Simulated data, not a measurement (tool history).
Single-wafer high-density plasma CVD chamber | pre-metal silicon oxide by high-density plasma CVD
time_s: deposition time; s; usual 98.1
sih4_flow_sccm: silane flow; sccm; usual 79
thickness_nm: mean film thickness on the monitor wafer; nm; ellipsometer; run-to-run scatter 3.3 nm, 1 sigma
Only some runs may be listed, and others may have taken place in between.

run,hour,time_s,sih4_flow_sccm,"read-back reference wafer on the same gauge, thickness_nm",thickness_nm
1,0,98.1,88,798.761,804.761
2,11.1,98.1,88,799.335,800.082
3,21.5,98.1,88,799.037,795.591
4,38.9,98.1,79,799.582,721.192
5,49.4,98.1,79,798.856,724.408
6,60.3,92.8,79,799.182,683.149
7,72,92.8,79,799.529,679.104
8,87.7,92.8,79,799.694,682.082
9,100.7,93.5,79,798.942,686.222
10,107.1,93.5,79,798.047,690.023
11,118.3,93.5,79,798.296,682.047
12,126.5,98.1,79,800.171,720.487
13,136.3,91.1,79,800.068,672.777
14,146.5,91.1,79,799.569,667.174
15,162,98.1,79,798.238,717.036
16,170.2,98.1,79,799.246,717.997
17,184.5,88.2,79,799.578,647.154
# hour 203.7: silane flow controller replaced
18,204.2,98.1,79,799.261,720.999
19,215.2,98.1,79,798.623,719.292
20,232.4,104.9,84,798.345,818.531
21,238.8,106.3,67,799.207,664.794
22,246.4,98.1,79,798.93,717.288
23,267.5,115.1,75,798.795,804.227
24,284.2,88.9,73,799.272,608.452
# hour 296.3: gauge calibrated
25,298.8,87.8,73,799.038,596.348
26,315.4,98.1,79,799.067,717.621
27,322.4,106.2,67,798.56,657.864
28,331.2,82.2,89,798.186,674.988
29,374.5,115.1,75,798.663,805.68
30,384.6,98.1,67,799.461,618.721
31,398.2,98.1,79,799.225,711.836
32,415.1,87.8,79,799.75,645.664
33,437.1,115.3,89,799.009,949.831
34,454.1,105.1,79,798.364,779.239
35,468.4,98.1,79,798.513,716.456
36,476.1,87.1,73,799.336,590.365
37,485.8,109,89,798.873,894.956
38,500.1,114.9,84,798.543,898.084

Run-by-run hidden state of the tool:
delivered silane flow above the setpoint (%): 0 across all the runs
gauge reads high (%): 0 across all the runs

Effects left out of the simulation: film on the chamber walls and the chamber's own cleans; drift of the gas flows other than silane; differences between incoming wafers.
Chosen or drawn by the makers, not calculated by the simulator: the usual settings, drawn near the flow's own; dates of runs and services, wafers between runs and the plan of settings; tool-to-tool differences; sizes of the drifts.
